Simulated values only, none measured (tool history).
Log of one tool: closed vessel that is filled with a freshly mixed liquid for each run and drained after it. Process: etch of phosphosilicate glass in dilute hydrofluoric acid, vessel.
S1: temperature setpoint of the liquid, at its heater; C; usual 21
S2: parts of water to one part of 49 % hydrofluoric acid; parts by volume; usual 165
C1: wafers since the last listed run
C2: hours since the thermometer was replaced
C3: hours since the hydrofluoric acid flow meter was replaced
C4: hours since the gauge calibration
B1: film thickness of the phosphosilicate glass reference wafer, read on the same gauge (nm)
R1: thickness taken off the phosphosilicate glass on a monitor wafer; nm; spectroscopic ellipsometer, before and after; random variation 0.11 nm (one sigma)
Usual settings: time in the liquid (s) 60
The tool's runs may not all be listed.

run 1 hour=0 | S1=21 S2=165 time_in_the_liquid_(s)=60 | C1=0 C2=801.5 C3=1199 C4=118.8 | B1=150.03 | R1=20.9
run 2 hour=12.2 | S1=21 S2=165 time_in_the_liquid_(s)=60 | C1=1098 C2=813.7 C3=1211.2 C4=131 | B1=149.98 | R1=21.19
run 3 hour=19.6 | S1=21 S2=165 time_in_the_liquid_(s)=60 | C1=666 C2=821.1 C3=1218.6 C4=138.4 | B1=150 | R1=21.06
run 4 hour=37.1 | S1=21 S2=125 time_in_the_liquid_(s)=60 | C1=1575 C2=838.6 C3=1236.1 C4=155.9 | B1=150.01 | R1=29.18
run 5 hour=54.7 | S1=21 S2=125 time_in_the_liquid_(s)=60 | C1=1584 C2=856.2 C3=1253.7 C4=173.5 | B1=149.99 | R1=28.89
run 6 hour=65.2 | S1=21 S2=125 time_in_the_liquid_(s)=60 | C1=945 C2=866.7 C3=1264.2 C4=184 | B1=150.01 | R1=28.87
-- hour=70.5 gauge calibrated
run 7 hour=76.6 | S1=21 S2=165 time_in_the_liquid_(s)=60 | C1=1026 C2=878.1 C3=1275.6 C4=6.1 | B1=149.99 | R1=20.87
-- hour=84.9 thermometer replaced
run 8 hour=87.6 | S1=25 S2=105 time_in_the_liquid_(s)=30 | C1=900 C2=2.7 C3=1286.6 C4=17.1 | B1=150.02 | R1=20.55
-- hour=91.2 hydrofluoric acid flow meter replaced
run 9 hour=106.6 | S1=21 S2=165 time_in_the_liquid_(s)=60 | C1=1620 C2=21.7 C3=15.4 C4=36.1 | B1=149.99 | R1=24.44
run 10 hour=116 | S1=21 S2=165 time_in_the_liquid_(s)=60 | C1=846 C2=31.1 C3=24.8 C4=45.5 | B1=149.98 | R1=24.43
run 11 hour=131.6 | S1=17 S2=165 time_in_the_liquid_(s)=60 | C1=1404 C2=46.7 C3=40.4 C4=61.1 | B1=150 | R1=20.89
run 12 hour=173.3 | S1=22.5 S2=235 time_in_the_liquid_(s)=85 | C1=3755 C2=88.4 C3=82.1 C4=102.8 | B1=149.98 | R1=23.49
run 13 hour=187.7 | S1=21 S2=85 time_in_the_liquid_(s)=30 | C1=1296 C2=102.8 C3=96.5 C4=117.2 | B1=149.98 | R1=25.67
run 14 hour=196.3 | S1=21 S2=135 time_in_the_liquid_(s)=60 | C1=774 C2=111.4 C3=105.1 C4=125.8 | B1=150.03 | R1=30.47

What the log doesn't show, run by run:
liquid colder than its thermometer reads (K): 0 in every run
gauge reads high (%): 0 in every run
H1: hydrofluoric acid flow below the setpoint (%)
run=1 H1=12.4
run=2 H1=12.5
run=3 H1=12.5
run=4 H1=12.7
run=5 H1=12.9
run=6 H1=13
run=7 H1=13.1
run=8 H1=13.2
run=9 H1=0.747
run=10 H1=0.833
run=11 H1=0.976
run=12 H1=1.36
run=13 H1=1.49
run=14 H1=1.57
